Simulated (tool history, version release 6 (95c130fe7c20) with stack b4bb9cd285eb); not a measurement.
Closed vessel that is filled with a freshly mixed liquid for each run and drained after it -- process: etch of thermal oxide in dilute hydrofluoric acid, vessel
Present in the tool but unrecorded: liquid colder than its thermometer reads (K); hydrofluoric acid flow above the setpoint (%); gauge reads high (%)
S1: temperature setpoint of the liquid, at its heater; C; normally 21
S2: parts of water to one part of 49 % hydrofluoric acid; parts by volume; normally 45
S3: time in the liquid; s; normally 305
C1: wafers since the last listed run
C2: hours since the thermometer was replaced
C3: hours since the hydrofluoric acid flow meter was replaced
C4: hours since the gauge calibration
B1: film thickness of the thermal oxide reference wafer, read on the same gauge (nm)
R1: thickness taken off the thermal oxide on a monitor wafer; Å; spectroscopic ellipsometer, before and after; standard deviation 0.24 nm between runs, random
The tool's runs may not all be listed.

Run 1, hour 0: usual settings but S3 380 s; C1 0; C2 1694; C3 1483; C4 312; B1 49.98. Result: R1 408.1 Å.
At hour 25.2: gauge calibrated.
Run 2, hour 107.3: usual settings but S3 380 s; C1 5575; C2 1801.3; C3 1590.3; C4 82.1; B1 49.99. Result: R1 410.8 Å.
Run 3, hour 124.1: usual settings but S3 380 s; C1 872; C2 1818.1; C3 1607.1; C4 98.9; B1 49.98. Result: R1 406.3 Å.
Run 4, hour 137.7: usual settings; C1 706; C2 1831.7; C3 1620.7; C4 112.5; B1 50.03. Result: R1 323.3 Å.
Run 5, hour 169.8: usual settings but S1 24 C; C1 1668; C2 1863.8; C3 1652.8; C4 144.6; B1 50.05. Result: R1 368.4 Å.
Run 6, hour 203.3: usual settings; C1 1740; C2 1897.3; C3 1686.3; C4 178.1; B1 50.01. Result: R1 324.5 Å.
Run 7, hour 215.3: usual settings; C1 623; C2 1909.3; C3 1698.3; C4 190.1; B1 50.04. Result: R1 320.8 Å.
Run 8, hour 247.4: usual settings; C1 1668; C2 1941.4; C3 1730.4; C4 222.2; B1 50.02. Result: R1 323.5 Å.
At hour 259.5: hydrofluoric acid flow meter replaced.
Run 9, hour 265.4: usual settings; C1 883; C2 1959.4; C3 5.9; C4 240.2; B1 50.02. Result: R1 281 Å.
Run 10, hour 298.1: usual settings; C1 1699; C2 1992.1; C3 38.6; C4 272.9; B1 49.94. Result: R1 280.8 Å.
At hour 345.9: gauge calibrated.
Run 11, hour 362.7: usual settings; C1 3356; C2 2056.7; C3 103.2; C4 16.8; B1 50.01. Result: R1 279.9 Å.
Run 12, hour 391.7: usual settings but S2 55 parts by volume; C1 1506; C2 2085.7; C3 132.2; C4 45.8; B1 50.03. Result: R1 228.7 Å.
At hour 407.4: thermometer replaced.
Run 13, hour 474.7: usual settings; C1 4261; C2 67.3; C3 215.2; C4 128.8; B1 50.04. Result: R1 309.9 Å.
Run 14, hour 500.7: usual settings but S1 17 C, S2 60 parts by volume; C1 1351; C2 93.3; C3 241.2; C4 154.8; B1 50.01. Result: R1 192.9 Å.
Run 15, hour 530: usual settings; C1 1522; C2 122.6; C3 270.5; C4 184.1; B1 49.96. Result: R1 308.5 Å.
Run 16, hour 551.5: usual settings but S1 25 C, S2 65 parts by volume, S3 445 s; C1 1117; C2 144.1; C3 292; C4 205.6; B1 49.98. Result: R1 363.4 Å.
Run 17, hour 578.5: usual settings but S3 480 s; C1 1403; C2 171.1; C3 319; C4 232.6; B1 49.95. Result: R1 491.6 Å.
Run 18, hour 601.1: usual settings but S1 17.5 C, S2 60 parts by volume, S3 405 s; C1 1174; C2 193.7; C3 341.6; C4 255.2; B1 49.99. Result: R1 260.7 Å.
Run 19, hour 631.1: usual settings but S3 145 s; C1 1558; C2 223.7; C3 371.6; C4 285.2; B1 50.01. Result: R1 146.5 Å.
Run 20, hour 643.9: usual settings but S2 35 parts by volume, S3 235 s; C1 665; C2 236.5; C3 384.4; C4 298; B1 49.99. Result: R1 311.6 Å.
Run 21, hour 666.2: usual settings but S1 18 C, S2 50 parts by volume; C1 1158; C2 258.8; C3 406.7; C4 320.3; B1 49.97. Result: R1 243.9 Å.
Run 22, hour 691.8: usual settings but S1 17 C, S2 60 parts by volume, S3 245 s; C1 1330; C2 284.4; C3 432.3; C4 345.9; B1 49.98. Result: R1 155.1 Å.

Each row is a separate what-if for the run after 22, all from the same tool condition, not one after another. Results?
Run A, hour 692.5: usual settings; C1 36; C2 285.1; C3 433; C4 346.6; B1 ?. Result: R1 ?.
Run B, hour 692.5: usual settings but S1 18 C, S2 30 parts by volume, S3 240 s; C1 36; C2 285.1; C3 433; C4 346.6; B1 ?. Result: R1 ?.
Run C, hour 692.5: usual settings but S2 25 parts by volume; C1 36; C2 285.1; C3 433; C4 346.6; B1 ?. Result: R1 ?.
Run D, hour 692.5: usual settings but S1 18 C; C1 36; C2 285.1; C3 433; C4 346.6; B1 ?. Result: R1 ?.
Run E, hour 692.5: usual settings but S1 19.5 C, S2 30 parts by volume, S3 170 s; C1 36; C2 285.1; C3 433; C4 346.6; B1 ?. Result: R1 ?.

run     B1     R1
  A  50.02  312.4
  B  50.02  329.2
  C  50.02  575.6
  D  50.02  274.5
  E  50.02    249
Had the tool no hidden state, the same runs would have come out as:
run     R1
  A  314.4
  B  332.1
  C  580.2
  D  276.5
  E  251.1

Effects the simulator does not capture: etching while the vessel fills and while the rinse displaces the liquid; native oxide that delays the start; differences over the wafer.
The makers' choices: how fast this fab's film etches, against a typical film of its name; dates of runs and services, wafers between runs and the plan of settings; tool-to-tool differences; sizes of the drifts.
